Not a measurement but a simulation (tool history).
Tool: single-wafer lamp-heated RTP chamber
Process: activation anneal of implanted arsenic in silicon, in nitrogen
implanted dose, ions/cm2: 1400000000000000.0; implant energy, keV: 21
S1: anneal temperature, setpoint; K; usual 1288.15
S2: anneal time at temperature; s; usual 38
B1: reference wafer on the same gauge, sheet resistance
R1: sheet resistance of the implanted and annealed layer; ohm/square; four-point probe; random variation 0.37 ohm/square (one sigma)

{"run": 1, "day": 0.0, "S1": 1288.15, "S2": 38, "B1": 119.96, "R1": 98.51}
{"run": 2, "day": 3.475, "S1": 1288.15, "S2": 38, "B1": 119.94, "R1": 98.39}
{"run": 3, "day": 5.779, "S1": 1288.15, "S2": 38, "B1": 119.99, "R1": 98.17}
{"run": 4, "day": 8.792, "S1": 1288.15, "S2": 38, "B1": 120.08, "R1": 97.45}
{"run": 5, "day": 12.329, "S1": 1288.15, "S2": 38, "B1": 119.93, "R1": 96.8}
{"run": 6, "day": 15.521, "S1": 1288.15, "S2": 38, "B1": 119.94, "R1": 95.89}
{"run": 7, "day": 17.4, "S1": 1288.15, "S2": 38, "B1": 119.85, "R1": 100.33}
{"run": 8, "day": 21.175, "S1": 1288.15, "S2": 38, "B1": 120.15, "R1": 98.85}
{"run": 9, "day": 23.458, "S1": 1280.15, "S2": 22, "B1": 119.99, "R1": 108.37}
{"run": 10, "day": 30.392, "S1": 1288.15, "S2": 38, "B1": 120.01, "R1": 97.74}
{"run": 11, "day": 34.658, "S1": 1288.15, "S2": 38, "B1": 120.03, "R1": 98.92}
{"run": 12, "day": 36.625, "S1": 1288.15, "S2": 38, "B1": 120.0, "R1": 99.61}
{"run": 13, "day": 46.429, "S1": 1272.15, "S2": 17, "B1": 119.9, "R1": 114.16}
{"run": 14, "day": 48.621, "S1": 1263.15, "S2": 38, "B1": 119.99, "R1": 105.43}
{"run": 15, "day": 51.667, "S1": 1279.15, "S2": 26, "B1": 120.02, "R1": 108.17}
{"run": 16, "day": 53.675, "S1": 1307.15, "S2": 45, "B1": 119.91, "R1": 92.45}
{"run": 17, "day": 60.217, "S1": 1298.15, "S2": 55, "B1": 120.18, "R1": 91.38}
{"run": 18, "day": 62.738, "S1": 1267.15, "S2": 20, "B1": 119.99, "R1": 113.82}
{"run": 19, "day": 64.5, "S1": 1288.15, "S2": 38, "B1": 120.1, "R1": 98.18}
{"run": 20, "day": 76.533, "S1": 1288.15, "S2": 20, "B1": 120.06, "R1": 106.07}
{"run": 21, "day": 78.667, "S1": 1312.15, "S2": 60, "B1": 119.87, "R1": 86.09}
{"run": 22, "day": 82.667, "S1": 1288.15, "S2": 56, "B1": 119.98, "R1": 92.29}
{"run": 23, "day": 86.733, "S1": 1302.15, "S2": 18, "B1": 119.93, "R1": 105.78}
{"run": 24, "day": 88.888, "S1": 1308.15, "S2": 30, "B1": 119.91, "R1": 96.48}
{"run": 25, "day": 91.45, "S1": 1312.15, "S2": 22, "B1": 119.94, "R1": 98.51}
{"run": 26, "day": 95.038, "S1": 1288.15, "S2": 38, "B1": 119.86, "R1": 98.84}
{"run": 27, "day": 96.704, "S1": 1288.15, "S2": 38, "B1": 119.91, "R1": 98.52}
{"run": 28, "day": 100.912, "S1": 1288.15, "S2": 38, "B1": 120.09, "R1": 98.27}
{"run": 29, "day": 105.329, "S1": 1279.15, "S2": 54, "B1": 119.87, "R1": 97.69}
{"run": 30, "day": 107.054, "S1": 1288.15, "S2": 38, "B1": 120.09, "R1": 99.18}
{"run": 31, "day": 110.304, "S1": 1259.15, "S2": 47, "B1": 119.95, "R1": 105.45}
{"run": 32, "day": 112.788, "S1": 1280.15, "S2": 38, "B1": 120.01, "R1": 101.17}
{"run": 33, "day": 115.683, "S1": 1264.15, "S2": 27, "B1": 120.0, "R1": 110.45}
{"run": 34, "day": 118.408, "S1": 1264.15, "S2": 18, "B1": 119.98, "R1": 114.94}
{"run": 35, "day": 122.112, "S1": 1262.15, "S2": 19, "B1": 120.01, "R1": 119.1}
{"run": 36, "day": 125.342, "S1": 1288.15, "S2": 51, "B1": 119.81, "R1": 95.81}
{"run": 37, "day": 129.104, "S1": 1288.15, "S2": 38, "B1": 119.96, "R1": 98.62}

Not shown: 9 entries that the log had between the listed runs. Between which runs, and how does the tool's hidden state differ before and after?
Between runs 4 and 5: gauge calibrated (day 10.512)
  true wafer temperature minus pyrometer reading, K: 11.1 -> 12.3; wafer temperature error from the tarnished reflector plate, K: 1.78 -> 2.34
  measured less the result without the state, R1: -4.23 -> -4.77 ohm/square
Between runs 6 and 7: pyrometer window cleaned and pyrometer calibrated (day 16.171)
  true wafer temperature minus pyrometer reading, K: 13.4 -> 0.835; wafer temperature error from the tarnished reflector plate, K: 2.99 -> 3.44
  measured less the result without the state, R1: -5.27 -> -1.45 ohm/square
Between runs 10 and 11: reflector plate cleaned (day 34.638)
  true wafer temperature minus pyrometer reading, K: 5.31 -> 6.79; wafer temperature error from the tarnished reflector plate, K: 7.8 -> 0.216
  measured less the result without the state, R1: -4.31 -> -2.35 ohm/square
Between runs 14 and 15: pyrometer window cleaned and pyrometer calibrated (day 49.062)
  true wafer temperature minus pyrometer reading, K: 11.6 -> 1.52; wafer temperature error from the tarnished reflector plate, K: 1.51 -> 2.13
  measured less the result without the state, R1: -5.19 -> -1.38 ohm/square
Between runs 19 and 20: reflector plate cleaned (day 72.138)
  true wafer temperature minus pyrometer reading, K: 5.94 -> 10.1; wafer temperature error from the tarnished reflector plate, K: 6.11 -> 0.557
  measured less the result without the state, R1: -3.99 -> -3.66 ohm/square
Between runs 22 and 23: pyrometer window cleaned and pyrometer calibrated (day 85.612)
  true wafer temperature minus pyrometer reading, K: 12.2 -> 0.949; wafer temperature error from the tarnished reflector plate, K: 1.16 -> 1.84
  measured less the result without the state, R1: -4.08 -> -0.90 ohm/square
Between runs 28 and 29: reflector plate cleaned (day 103.675)
  true wafer temperature minus pyrometer reading, K: 5.84 -> 7.36; wafer temperature error from the tarnished reflector plate, K: 5.9 -> 0.11
  measured less the result without the state, R1: -3.89 -> -2.53 ohm/square
Between runs 33 and 34: gauge calibrated (day 118.104)
  true wafer temperature minus pyrometer reading, K: 10.9 -> 11.9; wafer temperature error from the tarnished reflector plate, K: 1.04 -> 1.53
  measured less the result without the state, R1: -4.86 -> -5.42 ohm/square
Between runs 34 and 35: pyrometer window cleaned and pyrometer calibrated (day 121.567)
  true wafer temperature minus pyrometer reading, K: 11.9 -> 0.969; wafer temperature error from the tarnished reflector plate, K: 1.53 -> 2.34
  measured less the result without the state, R1: -5.42 -> -1.40 ohm/square

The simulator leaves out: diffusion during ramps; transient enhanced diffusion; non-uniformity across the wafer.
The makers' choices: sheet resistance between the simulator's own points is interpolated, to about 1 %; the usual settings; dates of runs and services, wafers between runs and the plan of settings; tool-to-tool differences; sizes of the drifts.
